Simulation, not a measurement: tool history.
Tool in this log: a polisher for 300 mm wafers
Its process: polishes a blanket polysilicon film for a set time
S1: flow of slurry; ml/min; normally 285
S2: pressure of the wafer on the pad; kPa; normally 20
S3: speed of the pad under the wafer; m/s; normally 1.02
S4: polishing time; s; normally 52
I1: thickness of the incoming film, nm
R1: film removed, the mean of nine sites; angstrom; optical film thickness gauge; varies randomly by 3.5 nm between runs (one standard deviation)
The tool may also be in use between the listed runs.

run    hour   S1    S2    S3  S4      I1    R1
  1       0  285    20  0.78  52  1291.9  3367
       30.4  -- slurry nozzle cleaned
  2    66.3  285    20  0.78  52  1275.9  3695
       74.8  -- worn pad replaced by a new one
  3   103.1  285    20  1.02  52  1255.5  4786
  4   194.7  285    20  1.02  52  1256.5  4726
  5   234.4  285    20  1.02  52  1298.3  4721
  6   313.2  285    20  1.02  52  1254.8  4730
  7   388.4  285    20  1.02  52  1277.8  4725
      450.9  -- head pressure recalibrated
  8   490.3  285    20  1.02  52  1245.7  4350
  9   533.9  285    20  1.02  52  1268.8  4312
 10   584.3  285    20  1.02  52  1262.6  4355
 11   687.3  285    20   1.1  47  1253.5  4176
      701.5  -- slurry nozzle cleaned
      748.7  -- worn pad replaced by a new one
 12   772.6  285    20   1.1  47  1259.1  4663
 13   832.8  285    20  1.02  52  1280.3  4771
 14   918.1  285    20   0.8  52    1254  3680
 15   977.5  285    20  0.74  43    1289  2806
 16  1050.7  285    20  1.02  52    1279  4632
 17  1118.1  345    20  1.02  52  1263.6  4863
 18  1219.7  285    20  1.02  52  1265.5  4737
 19  1286.8  285  23.4  0.78  61    1267  4744
     1320.3  -- head pressure recalibrated
 20  1414.1  285    20  1.14  40  1271.9  3843
     1449.1  -- slurry nozzle cleaned
     1464.1  -- worn pad replaced by a new one
 21  1464.6  210  24.8  1.34  37  1292.6  4831
 22  1521.7  285    20  1.02  52  1256.9  4709
 23  1576.8  285    20  1.02  52  1294.5  4712
 24  1636.5  285    20  1.02  52  1259.9  4640
 25  1718.2  370    20  1.32  52  1288.4  6172
 26  1799.8  285    20  1.02  38  1286.1  3368
 27  1857.2  285  13.8   0.9  52    1259  3287
 28  1946.6  285    20  1.02  52  1266.9  4629
 29  2022.9  285  15.2  1.02  34  1265.2  2545
     2064.4  -- worn pad replaced by a new one
     2095.5  -- slurry nozzle cleaned
 30  2105.1  285  22.8  1.02  58  1251.6  6037
 31  2182.6  190    20  0.72  52  1276.9  3286
 32  2269.5  285    20  1.36  38  1258.3  4828
     2314.3  -- head pressure recalibrated
 33  2427.3  285    20  1.02  52  1249.8  4582
 34  2498.5  285  14.5  1.02  52  1264.2  3801
 35    2560  285    20  1.02  52  1272.9  4509
 36  2609.9  285    20  0.66  52  1266.1  2919
 37  2657.1  285    20  1.02  62    1281  5290

4 ways to go on from here, each from the tool as it stands after run 37. What would each give?
  A  2657.5  325    20  1.02  52  1275.4   ?
  B  2657.5  285    20  1.02  66  1275.4   ?
  C  2657.5  205  26.2  1.26  35  1275.4   ?
  D  2657.5  285  13.1  1.28  52  1275.4   ?

run    R1
  A  4640
  B  5753
  C  4155
  D  4492
Without the tool's unlogged condition, the same runs would have read:
run    R1
  A  4910
  B  6155
  C  4607
  D  4806

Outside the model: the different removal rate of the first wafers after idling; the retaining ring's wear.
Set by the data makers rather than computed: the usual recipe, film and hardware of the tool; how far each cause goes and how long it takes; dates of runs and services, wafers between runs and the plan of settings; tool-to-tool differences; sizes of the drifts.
